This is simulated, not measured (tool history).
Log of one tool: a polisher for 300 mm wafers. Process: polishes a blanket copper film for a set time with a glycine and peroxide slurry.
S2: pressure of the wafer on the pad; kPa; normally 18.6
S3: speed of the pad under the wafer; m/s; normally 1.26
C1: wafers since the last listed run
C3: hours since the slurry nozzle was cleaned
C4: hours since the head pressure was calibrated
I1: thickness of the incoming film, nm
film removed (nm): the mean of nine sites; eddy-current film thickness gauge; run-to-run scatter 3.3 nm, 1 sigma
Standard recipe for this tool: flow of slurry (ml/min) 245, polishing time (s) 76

Run 1, hour 0.0: usual settings; C1 0; wafers polished on this pad 2494; C3 162.9; C4 560.0; I1 1995.3. Result: film removed (nm) 417.7.
At hour 6.4: worn pad replaced by a new one.
Run 2, hour 24.4: usual settings; C1 284; wafers polished on this pad 251; C3 187.3; C4 584.4; I1 2047.5. Result: film removed (nm) 440.9.
Run 3, hour 55.7: usual settings but S3 0.96 m/s, polishing time (s) 88; C1 436; wafers polished on this pad 688; C3 218.6; C4 615.7; I1 2052.0. Result: film removed (nm) 405.8.
At hour 81.9: slurry nozzle cleaned.
Run 4, hour 85.7: usual settings but S3 0.96 m/s, polishing time (s) 88; C1 404; wafers polished on this pad 1092; C3 3.8; C4 645.7; I1 2024.7. Result: film removed (nm) 406.5.
Run 5, hour 116.7: usual settings but S3 1.50 m/s; C1 432; wafers polished on this pad 1525; C3 34.8; C4 676.7; I1 2008.7. Result: film removed (nm) 491.4.
Run 6, hour 129.8: usual settings; C1 182; wafers polished on this pad 1708; C3 47.9; C4 689.8; I1 2036.4. Result: film removed (nm) 430.1.
Run 7, hour 153.0: usual settings but polishing time (s) 87; C1 323; wafers polished on this pad 2031; C3 71.1; C4 713.0; I1 2028.3. Result: film removed (nm) 484.4.
At hour 167.1: worn pad replaced by a new one.
Run 8, hour 179.2: usual settings but polishing time (s) 87; C1 309; wafers polished on this pad 168; C3 97.3; C4 739.2; I1 2056.5. Result: film removed (nm) 474.1.
Run 9, hour 206.3: usual settings; C1 378; wafers polished on this pad 546; C3 124.4; C4 766.3; I1 2063.5. Result: film removed (nm) 399.3.
Run 10, hour 229.6: usual settings; C1 325; wafers polished on this pad 871; C3 147.7; C4 789.6; I1 2029.1. Result: film removed (nm) 398.7.
Run 11, hour 242.3: usual settings; C1 177; wafers polished on this pad 1049; C3 160.4; C4 802.3; I1 2035.5. Result: film removed (nm) 395.2.
Run 12, hour 263.3: usual settings; C1 292; wafers polished on this pad 1342; C3 181.4; C4 823.3; I1 2028.9. Result: film removed (nm) 391.0.
At hour 272.4: head pressure recalibrated.
Run 13, hour 282.3: usual settings; C1 237; wafers polished on this pad 1579; C3 200.4; C4 9.9; I1 2042.1. Result: film removed (nm) 387.1.
Run 14, hour 313.5: usual settings; C1 435; wafers polished on this pad 2014; C3 231.6; C4 41.1; I1 2033.5. Result: film removed (nm) 386.1.
At hour 339.5: slurry nozzle cleaned.
At hour 353.5: worn pad replaced by a new one, repeated, since the last time left the tool worse.
Run 15, hour 383.6: usual settings but S2 17.2 kPa; C1 908; wafers polished on this pad 420; C3 44.1; C4 111.2; I1 2035.3. Result: film removed (nm) 418.0.
Run 16, hour 404.7: usual settings but S3 1.44 m/s; C1 294; wafers polished on this pad 714; C3 65.2; C4 132.3; I1 2045.4. Result: film removed (nm) 494.9.
Run 17, hour 417.6: usual settings but S3 1.60 m/s; C1 179; wafers polished on this pad 894; C3 78.1; C4 145.2; I1 1993.0. Result: film removed (nm) 541.8.
Run 18, hour 453.4: usual settings; C1 499; wafers polished on this pad 1394; C3 113.9; C4 181.0; I1 2042.3. Result: film removed (nm) 438.7.
Run 19, hour 484.9: usual settings but flow of slurry (ml/min) 180, S2 20.7 kPa, S3 1.40 m/s, polishing time (s) 86; C1 439; wafers polished on this pad 1833; C3 145.4; C4 212.5; I1 2037.5. Result: film removed (nm) 561.9.
Run 20, hour 507.4: usual settings but S3 1.60 m/s; C1 313; wafers polished on this pad 2147; C3 167.9; C4 235.0; I1 2042.5. Result: film removed (nm) 517.5.
Run 21, hour 537.1: usual settings; C1 414; wafers polished on this pad 2562; C3 197.6; C4 264.7; I1 1994.4. Result: film removed (nm) 417.1.
At hour 542.4: worn pad replaced by a new one.
Run 22, hour 555.7: usual settings but flow of slurry (ml/min) 310, S3 1.14 m/s, polishing time (s) 52; C1 203; wafers polished on this pad 186; C3 216.2; C4 283.3; I1 2062.2. Result: film removed (nm) 284.7.
At hour 598.5: slurry nozzle cleaned.
Run 23, hour 641.9: usual settings but S2 21.4 kPa, S3 1.02 m/s, polishing time (s) 66; C1 1188; wafers polished on this pad 1374; C3 43.4; C4 369.5; I1 2017.7. Result: film removed (nm) 354.4.
Run 24, hour 654.2: usual settings but S2 22.1 kPa, S3 1.56 m/s, polishing time (s) 63; C1 171; wafers polished on this pad 1546; C3 55.7; C4 381.8; I1 2012.5. Result: film removed (nm) 495.5.
Run 25, hour 670.1: usual settings but flow of slurry (ml/min) 300, S3 0.84 m/s, polishing time (s) 92; C1 221; wafers polished on this pad 1768; C3 71.6; C4 397.7; I1 2032.9. Result: film removed (nm) 375.2.
At hour 693.7: worn pad replaced by a new one.
Run 26, hour 699.0: usual settings but S2 13.1 kPa, S3 1.42 m/s, polishing time (s) 88; C1 347; wafers polished on this pad 73; C3 100.5; C4 426.6; I1 2039.0. Result: film removed (nm) 426.9.
Run 27, hour 716.9: usual settings; C1 249; wafers polished on this pad 323; C3 118.4; C4 444.5; I1 2035.1. Result: film removed (nm) 439.7.
Run 28, hour 750.5: usual settings but flow of slurry (ml/min) 195, S2 20.7 kPa; C1 468; wafers polished on this pad 792; C3 152.0; C4 478.1; I1 2053.4. Result: film removed (nm) 467.6.
Run 29, hour 766.5: usual settings but flow of slurry (ml/min) 170, S2 21.4 kPa, S3 1.70 m/s, polishing time (s) 57; C1 223; wafers polished on this pad 1015; C3 168.0; C4 494.1; I1 2029.7. Result: film removed (nm) 456.7.
Run 30, hour 795.8: usual settings but flow of slurry (ml/min) 300, S2 14.5 kPa, S3 1.12 m/s, polishing time (s) 68; C1 408; wafers polished on this pad 1424; C3 197.3; C4 523.4; I1 2040.1. Result: film removed (nm) 290.0.
Run 31, hour 819.6: usual settings; C1 332; wafers polished on this pad 1756; C3 221.1; C4 547.2; I1 2016.6. Result: film removed (nm) 426.4.
Run 32, hour 837.1: usual settings but S2 14.5 kPa, S3 1.60 m/s; C1 244; wafers polished on this pad 2000; C3 238.6; C4 564.7; I1 2027.3. Result: film removed (nm) 428.3.

Measured less the same run without the tool's hidden state. The same run-to-run variation is in both; the gauge's scatter may not be:
Hidden conditions of the tool in this case: removal rate lost through wear of the pad, %; slurry flow missing at the pad, %; deviation of the head's pressure from its setpoint, %.
run  film removed (nm)
  1              -32.7
  2               -5.6
  3               -9.7
  4              -14.2
  5              -22.9
  6              -22.2
  7              -29.3
  8              -50.3
  9              -47.0
 10              -51.1
 11              -52.8
 12              -56.0
 13              -58.8
 14              -64.3
 15               -5.2
 16               -9.9
 17              -13.4
 18              -16.7
 19              -28.0
 20              -30.4
 21              -29.4
 22               -3.6
 23              -15.7
 24              -24.3
 25              -20.7
 26               -4.0
 27               -6.9
 28              -13.0
 29              -15.4
 30              -12.9
 31              -23.0
 32              -25.9
